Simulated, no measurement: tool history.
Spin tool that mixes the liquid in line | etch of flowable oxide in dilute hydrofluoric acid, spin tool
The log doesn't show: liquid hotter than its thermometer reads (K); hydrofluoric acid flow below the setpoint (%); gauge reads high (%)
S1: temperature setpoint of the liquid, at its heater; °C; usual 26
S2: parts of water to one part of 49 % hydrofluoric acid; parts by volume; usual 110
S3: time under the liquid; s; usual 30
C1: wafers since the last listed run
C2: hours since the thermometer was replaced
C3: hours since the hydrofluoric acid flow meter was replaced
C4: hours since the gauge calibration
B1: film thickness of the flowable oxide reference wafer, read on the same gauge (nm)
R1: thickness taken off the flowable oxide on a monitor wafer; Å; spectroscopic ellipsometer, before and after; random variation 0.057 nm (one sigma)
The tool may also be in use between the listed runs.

run 1 day=0 | S1=26 S2=110 S3=30 | C1=0 C2=544.5 C3=752.2 C4=1151.9 | B1=40.63 | R1=159.5
run 2 day=2.308 | S1=26 S2=110 S3=30 | C1=987 C2=599.9 C3=807.6 C4=1207.3 | B1=40.7 | R1=159
run 3 day=3.646 | S1=26 S2=110 S3=30 | C1=572 C2=632 C3=839.7 C4=1239.4 | B1=40.75 | R1=158.3
run 4 day=5.667 | S1=26 S2=110 S3=30 | C1=864 C2=680.5 C3=888.2 C4=1287.9 | B1=40.78 | R1=160.4
-- day=6.733 hydrofluoric acid flow meter replaced
run 5 day=7.629 | S1=26 S2=110 S3=30 | C1=821 C2=727.6 C3=21.5 C4=1335 | B1=40.86 | R1=160.7
run 6 day=8.938 | S1=26 S2=110 S3=20 | C1=559 C2=759 C3=52.9 C4=1366.4 | B1=40.87 | R1=106.6
run 7 day=11.475 | S1=26 S2=110 S3=20 | C1=1085 C2=819.9 C3=113.8 C4=1427.3 | B1=40.94 | R1=107.3
run 8 day=12.867 | S1=26 S2=110 S3=20 | C1=595 C2=853.3 C3=147.2 C4=1460.7 | B1=41.01 | R1=107.6
run 9 day=15.192 | S1=26 S2=110 S3=30 | C1=994 C2=909.1 C3=203 C4=1516.5 | B1=41.05 | R1=160.1
run 10 day=18.092 | S1=26 S2=110 S3=30 | C1=1240 C2=978.7 C3=272.6 C4=1586.1 | B1=41.18 | R1=160.5
run 11 day=19.983 | S1=26 S2=110 S3=30 | C1=809 C2=1024.1 C3=318 C4=1631.5 | B1=41.25 | R1=161.3
-- day=21.604 thermometer replaced
-- day=23.258 gauge calibrated
run 12 day=28.846 | S1=26 S2=95 S3=30 | C1=3772 C2=173.8 C3=530.7 C4=134.1 | B1=39.8 | R1=184.4
run 13 day=31.454 | S1=26 S2=95 S3=30 | C1=1115 C2=236.4 C3=593.3 C4=196.7 | B1=39.79 | R1=182.2
run 14 day=34.079 | S1=26 S2=110 S3=45 | C1=1122 C2=299.4 C3=656.3 C4=259.7 | B1=39.82 | R1=235.8
run 15 day=36.4 | S1=29 S2=70 S3=15 | C1=992 C2=355.1 C3=712 C4=315.4 | B1=39.81 | R1=145.7
run 16 day=37.912 | S1=26 S2=110 S3=30 | C1=646 C2=391.4 C3=748.3 C4=351.7 | B1=39.83 | R1=156.2
run 17 day=39.812 | S1=31 S2=155 S3=30 | C1=812 C2=437 C3=793.9 C4=397.3 | B1=39.86 | R1=125.9
run 18 day=42.567 | S1=26 S2=75 S3=40 | C1=1177 C2=503.1 C3=860 C4=463.4 | B1=39.87 | R1=319.7
run 19 day=43.933 | S1=22 S2=75 S3=35 | C1=584 C2=535.9 C3=892.8 C4=496.2 | B1=39.9 | R1=237.9
run 20 day=44.975 | S1=26 S2=70 S3=30 | C1=445 C2=560.9 C3=917.8 C4=521.2 | B1=39.89 | R1=258.2
run 21 day=47.867 | S1=26 S2=70 S3=30 | C1=1236 C2=630.3 C3=987.2 C4=590.6 | B1=39.92 | R1=259.2
-- day=51.6 hydrofluoric acid flow meter replaced
run 22 day=55.8 | S1=26 S2=70 S3=20 | C1=3375 C2=820.7 C3=100.8 C4=781 | B1=40.05 | R1=173.9
run 23 day=57.371 | S1=24.5 S2=145 S3=45 | C1=671 C2=858.4 C3=138.5 C4=818.7 | B1=40.09 | R1=161.4
run 24 day=59.442 | S1=29.5 S2=75 S3=35 | C1=885 C2=908.1 C3=188.2 C4=868.4 | B1=40.12 | R1=324.5
run 25 day=60.508 | S1=26 S2=130 S3=30 | C1=456 C2=933.7 C3=213.8 C4=894 | B1=40.13 | R1=129.4
run 26 day=61.967 | S1=21 S2=125 S3=30 | C1=623 C2=968.7 C3=248.8 C4=929 | B1=40.13 | R1=111.6
-- day=63.379 thermometer replaced
run 27 day=69.604 | S1=26 S2=110 S3=30 | C1=3248 C2=149.4 C3=432.1 C4=1112.3 | B1=40.33 | R1=157.9

Forecast each of these 3 alternatives for the next run:
run A day=69.621 | S1=29 S2=110 S3=30 | C1=7 C2=149.8 C3=432.5 C4=1112.7 | B1=? | R1=?
run B day=69.621 | S1=21.5 S2=70 S3=50 | C1=7 C2=149.8 C3=432.5 C4=1112.7 | B1=? | R1=?
run C day=69.621 | S1=30 S2=110 S3=25 | C1=7 C2=149.8 C3=432.5 C4=1112.7 | B1=? | R1=?

run=A B1=40.31 R1=176.1
run=B B1=40.31 R1=361.1
run=C B1=40.31 R1=152.3
Without the tool's hidden state the same runs would have given:
run=A R1=174.6
run=B R1=358.2
run=C R1=151.1
